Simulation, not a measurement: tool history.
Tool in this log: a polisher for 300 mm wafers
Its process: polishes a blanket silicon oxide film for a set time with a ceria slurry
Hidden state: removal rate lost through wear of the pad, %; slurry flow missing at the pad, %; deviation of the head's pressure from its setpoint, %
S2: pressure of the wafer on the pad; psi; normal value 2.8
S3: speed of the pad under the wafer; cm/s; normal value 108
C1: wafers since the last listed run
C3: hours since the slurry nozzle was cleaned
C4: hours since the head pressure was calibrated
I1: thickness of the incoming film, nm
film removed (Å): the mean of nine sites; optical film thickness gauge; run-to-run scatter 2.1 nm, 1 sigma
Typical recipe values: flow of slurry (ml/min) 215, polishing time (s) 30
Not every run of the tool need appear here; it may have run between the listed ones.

run 1 hour=0 | flow_of_slurry_(ml/min)=215 S2=2.8 S3=108 polishing_time_(s)=30 | C1=0 wafers_polished_on_this_pad=1957 C3=12.1 C4=752.8 | I1=1236.3 | film_removed_(Å)=1380
run 2 hour=53.1 | flow_of_slurry_(ml/min)=215 S2=2.8 S3=108 polishing_time_(s)=30 | C1=546 wafers_polished_on_this_pad=2504 C3=65.2 C4=805.9 | I1=1250.5 | film_removed_(Å)=1370
run 3 hour=156.8 | flow_of_slurry_(ml/min)=215 S2=2.8 S3=108 polishing_time_(s)=30 | C1=1066 wafers_polished_on_this_pad=3571 C3=168.9 C4=909.6 | I1=1262 | film_removed_(Å)=1341
run 4 hour=245.3 | flow_of_slurry_(ml/min)=215 S2=2.8 S3=108 polishing_time_(s)=30 | C1=910 wafers_polished_on_this_pad=4481 C3=257.4 C4=998.1 | I1=1249 | film_removed_(Å)=1339
run 5 hour=289.2 | flow_of_slurry_(ml/min)=215 S2=2.8 S3=108 polishing_time_(s)=30 | C1=451 wafers_polished_on_this_pad=4933 C3=301.3 C4=1042 | I1=1250.9 | film_removed_(Å)=1335
-- hour=334.2 worn pad replaced by a new one
run 6 hour=351.9 | flow_of_slurry_(ml/min)=215 S2=2.8 S3=108 polishing_time_(s)=30 | C1=603 wafers_polished_on_this_pad=182 C3=364 C4=1104.7 | I1=1272 | film_removed_(Å)=1468
run 7 hour=444.6 | flow_of_slurry_(ml/min)=215 S2=2.8 S3=108 polishing_time_(s)=30 | C1=953 wafers_polished_on_this_pad=1136 C3=456.7 C4=1197.4 | I1=1271.3 | film_removed_(Å)=1383
run 8 hour=481.8 | flow_of_slurry_(ml/min)=235 S2=2.8 S3=108 polishing_time_(s)=30 | C1=382 wafers_polished_on_this_pad=1518 C3=493.9 C4=1234.6 | I1=1234.3 | film_removed_(Å)=1388
run 9 hour=523.1 | flow_of_slurry_(ml/min)=235 S2=2.8 S3=108 polishing_time_(s)=30 | C1=424 wafers_polished_on_this_pad=1943 C3=535.2 C4=1275.9 | I1=1257.1 | film_removed_(Å)=1388
-- hour=545.5 slurry nozzle cleaned
run 10 hour=605.4 | flow_of_slurry_(ml/min)=235 S2=2.8 S3=108 polishing_time_(s)=27 | C1=836 wafers_polished_on_this_pad=2780 C3=59.9 C4=1358.2 | I1=1257.7 | film_removed_(Å)=1246
-- hour=667.3 head pressure recalibrated
run 11 hour=667.8 | flow_of_slurry_(ml/min)=235 S2=2.8 S3=108 polishing_time_(s)=27 | C1=621 wafers_polished_on_this_pad=3401 C3=122.3 C4=0.5 | I1=1237.5 | film_removed_(Å)=1201
run 12 hour=731.2 | flow_of_slurry_(ml/min)=215 S2=2.8 S3=108 polishing_time_(s)=30 | C1=652 wafers_polished_on_this_pad=4054 C3=185.7 C4=63.9 | I1=1222.1 | film_removed_(Å)=1301
run 13 hour=785.4 | flow_of_slurry_(ml/min)=215 S2=2.8 S3=108 polishing_time_(s)=30 | C1=557 wafers_polished_on_this_pad=4611 C3=239.9 C4=118.1 | I1=1236.4 | film_removed_(Å)=1283
-- hour=828.4 worn pad replaced by a new one
run 14 hour=828.9 | flow_of_slurry_(ml/min)=215 S2=2.8 S3=108 polishing_time_(s)=30 | C1=406 wafers_polished_on_this_pad=5 C3=283.4 C4=161.6 | I1=1273.3 | film_removed_(Å)=1491
run 15 hour=891 | flow_of_slurry_(ml/min)=215 S2=2.8 S3=108 polishing_time_(s)=30 | C1=638 wafers_polished_on_this_pad=644 C3=345.5 C4=223.7 | I1=1235 | film_removed_(Å)=1448
run 16 hour=927.1 | flow_of_slurry_(ml/min)=215 S2=2.8 S3=108 polishing_time_(s)=30 | C1=371 wafers_polished_on_this_pad=1015 C3=381.6 C4=259.8 | I1=1231.1 | film_removed_(Å)=1414
run 17 hour=994.6 | flow_of_slurry_(ml/min)=215 S2=2.8 S3=138 polishing_time_(s)=25 | C1=694 wafers_polished_on_this_pad=1710 C3=449.1 C4=327.3 | I1=1247.1 | film_removed_(Å)=1457
-- hour=1062.1 slurry nozzle cleaned
run 18 hour=1086.1 | flow_of_slurry_(ml/min)=215 S2=2.8 S3=108 polishing_time_(s)=30 | C1=931 wafers_polished_on_this_pad=2641 C3=24 C4=418.8 | I1=1249.9 | film_removed_(Å)=1330
run 19 hour=1134.3 | flow_of_slurry_(ml/min)=215 S2=2.8 S3=108 polishing_time_(s)=30 | C1=495 wafers_polished_on_this_pad=3137 C3=72.2 C4=467 | I1=1268.7 | film_removed_(Å)=1341
run 20 hour=1213.3 | flow_of_slurry_(ml/min)=170 S2=2.8 S3=142 polishing_time_(s)=25 | C1=812 wafers_polished_on_this_pad=3950 C3=151.2 C4=546 | I1=1236.3 | film_removed_(Å)=1426
run 21 hour=1262.5 | flow_of_slurry_(ml/min)=215 S2=2.8 S3=78 polishing_time_(s)=30 | C1=506 wafers_polished_on_this_pad=4456 C3=200.4 C4=595.2 | I1=1256.4 | film_removed_(Å)=970
-- hour=1287.4 worn pad replaced by a new one
run 22 hour=1304.1 | flow_of_slurry_(ml/min)=215 S2=2.8 S3=108 polishing_time_(s)=30 | C1=386 wafers_polished_on_this_pad=171 C3=242 C4=636.8 | I1=1245.3 | film_removed_(Å)=1426
run 23 hour=1342.1 | flow_of_slurry_(ml/min)=170 S2=2.8 S3=142 polishing_time_(s)=25 | C1=390 wafers_polished_on_this_pad=562 C3=280 C4=674.8 | I1=1250.2 | film_removed_(Å)=1516
run 24 hour=1397.5 | flow_of_slurry_(ml/min)=215 S2=2.8 S3=124 polishing_time_(s)=30 | C1=570 wafers_polished_on_this_pad=1132 C3=335.4 C4=730.2 | I1=1250.5 | film_removed_(Å)=1567
run 25 hour=1453.6 | flow_of_slurry_(ml/min)=235 S2=2.8 S3=108 polishing_time_(s)=30 | C1=577 wafers_polished_on_this_pad=1709 C3=391.5 C4=786.3 | I1=1264 | film_removed_(Å)=1368
run 26 hour=1514.7 | flow_of_slurry_(ml/min)=215 S2=2.8 S3=118 polishing_time_(s)=27 | C1=628 wafers_polished_on_this_pad=2338 C3=452.6 C4=847.4 | I1=1243.2 | film_removed_(Å)=1286
run 27 hour=1597.5 | flow_of_slurry_(ml/min)=215 S2=2.8 S3=108 polishing_time_(s)=22 | C1=851 wafers_polished_on_this_pad=3190 C3=535.4 C4=930.2 | I1=1245.8 | film_removed_(Å)=975
-- hour=1630.2 slurry nozzle cleaned
run 28 hour=1713.4 | flow_of_slurry_(ml/min)=215 S2=2.8 S3=108 polishing_time_(s)=30 | C1=1182 wafers_polished_on_this_pad=4372 C3=83.2 C4=1046.1 | I1=1230.3 | film_removed_(Å)=1280
-- hour=1791.6 worn pad replaced by a new one
run 29 hour=1807.3 | flow_of_slurry_(ml/min)=215 S2=2.8 S3=108 polishing_time_(s)=30 | C1=925 wafers_polished_on_this_pad=161 C3=177.1 C4=1140 | I1=1267.2 | film_removed_(Å)=1449
run 30 hour=1855.5 | flow_of_slurry_(ml/min)=215 S2=3.2 S3=108 polishing_time_(s)=23 | C1=495 wafers_polished_on_this_pad=657 C3=225.3 C4=1188.2 | I1=1253.7 | film_removed_(Å)=1237
-- hour=1892.6 head pressure recalibrated
run 31 hour=1963.4 | flow_of_slurry_(ml/min)=190 S2=2.8 S3=108 polishing_time_(s)=20 | C1=1089 wafers_polished_on_this_pad=1747 C3=333.2 C4=70.8 | I1=1254.7 | film_removed_(Å)=886
run 32 hour=2049.7 | flow_of_slurry_(ml/min)=255 S2=2.8 S3=80 polishing_time_(s)=36 | C1=887 wafers_polished_on_this_pad=2635 C3=419.5 C4=157.1 | I1=1255.1 | film_removed_(Å)=1213
run 33 hour=2103.2 | flow_of_slurry_(ml/min)=185 S2=2.8 S3=108 polishing_time_(s)=39 | C1=550 wafers_polished_on_this_pad=3185 C3=473 C4=210.6 | I1=1251.9 | film_removed_(Å)=1749
run 34 hour=2163.3 | flow_of_slurry_(ml/min)=170 S2=3.2 S3=78 polishing_time_(s)=26 | C1=618 wafers_polished_on_this_pad=3804 C3=533.1 C4=270.7 | I1=1266 | film_removed_(Å)=906
-- hour=2212.8 slurry nozzle cleaned
run 35 hour=2250.8 | flow_of_slurry_(ml/min)=215 S2=3.5 S3=108 polishing_time_(s)=26 | C1=890 wafers_polished_on_this_pad=4694 C3=38 C4=358.2 | I1=1228 | film_removed_(Å)=1460
run 36 hour=2316.6 | flow_of_slurry_(ml/min)=215 S2=2.8 S3=108 polishing_time_(s)=30 | C1=677 wafers_polished_on_this_pad=5371 C3=103.8 C4=424 | I1=1233.4 | film_removed_(Å)=1333

Selected run-to-run steps in film removed (Å), each split into two signed amounts: the part the tool would show with no hidden state at all (from settings, incoming material and random variation), and the remainder, which goes to the hidden state together with any gauge scatter not common to the measured and the hidden-state-free results:
Run 5 -> 6: worn pad replaced by a new one. film removed (Å) +133: hidden state +154, all else -21.
Run 13 -> 14: worn pad replaced by a new one. film removed (Å) +208: hidden state +177, all else +31.
Run 28 -> 29: worn pad replaced by a new one. film removed (Å) +169: hidden state +167, all else +2.
Run 32 -> 33: flow of slurry (ml/min) 255 -> 185, S3 80 -> 108, polishing time (s) 36 -> 39. film removed (Å) +536: hidden state -82, all else +618.
Run 33 -> 34: flow of slurry (ml/min) 185 -> 170, S2 2.8 -> 3.2, S3 108 -> 78, polishing time (s) 39 -> 26. film removed (Å) -843: hidden state +102, all else -945.
Run 34 -> 35: flow of slurry (ml/min) 170 -> 215, S2 3.2 -> 3.5, S3 78 -> 108, slurry nozzle cleaned. film removed (Å) +554: hidden state -88, all else +642.
